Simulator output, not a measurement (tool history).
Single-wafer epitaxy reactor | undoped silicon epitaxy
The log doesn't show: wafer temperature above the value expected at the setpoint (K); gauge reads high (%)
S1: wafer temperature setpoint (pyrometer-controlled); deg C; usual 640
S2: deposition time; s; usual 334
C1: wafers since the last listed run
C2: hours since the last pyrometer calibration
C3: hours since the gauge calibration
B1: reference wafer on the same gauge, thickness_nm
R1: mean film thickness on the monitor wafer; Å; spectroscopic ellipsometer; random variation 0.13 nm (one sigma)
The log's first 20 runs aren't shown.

{"run": 21, "day": 54.833, "S1": 640, "S2": 334, "C1": 559, "C2": 151.7, "C3": 302.1, "B1": 44.793, "R1": 471.59}
{"run": 22, "day": 57.788, "S1": 640, "S2": 382, "C1": 521, "C2": 222.6, "C3": 373.0, "B1": 44.807, "R1": 541.34}
{"run": 23, "day": 60.167, "S1": 648, "S2": 364, "C1": 419, "C2": 279.7, "C3": 430.1, "B1": 44.821, "R1": 599.56}
{"run": 24, "day": 64.271, "S1": 640, "S2": 334, "C1": 723, "C2": 378.2, "C3": 528.6, "B1": 44.821, "R1": 471.14}
{"day": 65.571, "done": "pyrometer calibrated, repeated, since the last time left the tool worse"}
{"run": 25, "day": 66.879, "S1": 634, "S2": 389, "C1": 401, "C2": 31.4, "C3": 591.2, "B1": 44.791, "R1": 472.93}
{"run": 26, "day": 71.338, "S1": 652, "S2": 334, "C1": 786, "C2": 138.4, "C3": 698.2, "B1": 44.797, "R1": 578.15}
{"run": 27, "day": 74.812, "S1": 649, "S2": 378, "C1": 612, "C2": 221.8, "C3": 781.6, "B1": 44.801, "R1": 617.33}
{"run": 28, "day": 79.304, "S1": 640, "S2": 307, "C1": 792, "C2": 329.6, "C3": 889.4, "B1": 44.854, "R1": 422.26}
{"run": 29, "day": 82.383, "S1": 640, "S2": 364, "C1": 543, "C2": 403.5, "C3": 963.3, "B1": 44.774, "R1": 500.5}
{"run": 30, "day": 84.533, "S1": 640, "S2": 334, "C1": 379, "C2": 455.1, "C3": 1014.9, "B1": 44.839, "R1": 462.65}
{"run": 31, "day": 87.4, "S1": 640, "S2": 334, "C1": 505, "C2": 523.9, "C3": 1083.7, "B1": 44.762, "R1": 459.87}
{"run": 32, "day": 89.083, "S1": 640, "S2": 359, "C1": 296, "C2": 564.3, "C3": 1124.1, "B1": 44.799, "R1": 497.64}
{"run": 33, "day": 91.629, "S1": 625, "S2": 373, "C1": 449, "C2": 625.4, "C3": 1185.2, "B1": 44.804, "R1": 383.17}
{"run": 34, "day": 95.692, "S1": 640, "S2": 392, "C1": 716, "C2": 722.9, "C3": 1282.7, "B1": 44.783, "R1": 544.38}
{"run": 35, "day": 98.954, "S1": 630, "S2": 373, "C1": 575, "C2": 801.2, "C3": 1361.0, "B1": 44.803, "R1": 423.59}
{"run": 36, "day": 103.242, "S1": 626, "S2": 317, "C1": 756, "C2": 904.1, "C3": 1463.9, "B1": 44.814, "R1": 332.37}
{"run": 37, "day": 106.279, "S1": 649, "S2": 270, "C1": 535, "C2": 977.0, "C3": 1536.8, "B1": 44.848, "R1": 445.07}
{"day": 106.962, "done": "pyrometer calibrated"}
{"run": 38, "day": 107.967, "S1": 636, "S2": 352, "C1": 238, "C2": 24.1, "C3": 1577.3, "B1": 44.809, "R1": 445.11}
{"run": 39, "day": 113.304, "S1": 640, "S2": 307, "C1": 941, "C2": 152.2, "C3": 1705.4, "B1": 44.842, "R1": 420.56}
{"day": 114.121, "done": "gauge calibrated"}
{"run": 40, "day": 117.575, "S1": 640, "S2": 334, "C1": 753, "C2": 254.7, "C3": 82.9, "B1": 44.763, "R1": 458.87}
{"run": 41, "day": 120.017, "S1": 651, "S2": 317, "C1": 430, "C2": 313.3, "C3": 141.5, "B1": 44.775, "R1": 537.96}
{"run": 42, "day": 122.121, "S1": 640, "S2": 392, "C1": 371, "C2": 363.8, "C3": 192.0, "B1": 44.841, "R1": 543.42}

Forecast each of these 3 alternatives for the next run:
{"run": "A", "day": 122.142, "S1": 654, "S2": 334, "C1": 3, "C2": 364.3, "C3": 192.5, "B1": "?", "R1": "?"}
{"run": "B", "day": 122.142, "S1": 640, "S2": 373, "C1": 3, "C2": 364.3, "C3": 192.5, "B1": "?", "R1": "?"}
{"run": "C", "day": 122.142, "S1": 626, "S2": 363, "C1": 3, "C2": 364.3, "C3": 192.5, "B1": "?", "R1": "?"}

run=A B1=44.831 R1=604.94
run=B B1=44.831 R1=515.49
run=C B1=44.831 R1=379.98
Without the tool's hidden state the same runs would have given:
run=A R1=599.53
run=B R1=510.76
run=C R1=376.39

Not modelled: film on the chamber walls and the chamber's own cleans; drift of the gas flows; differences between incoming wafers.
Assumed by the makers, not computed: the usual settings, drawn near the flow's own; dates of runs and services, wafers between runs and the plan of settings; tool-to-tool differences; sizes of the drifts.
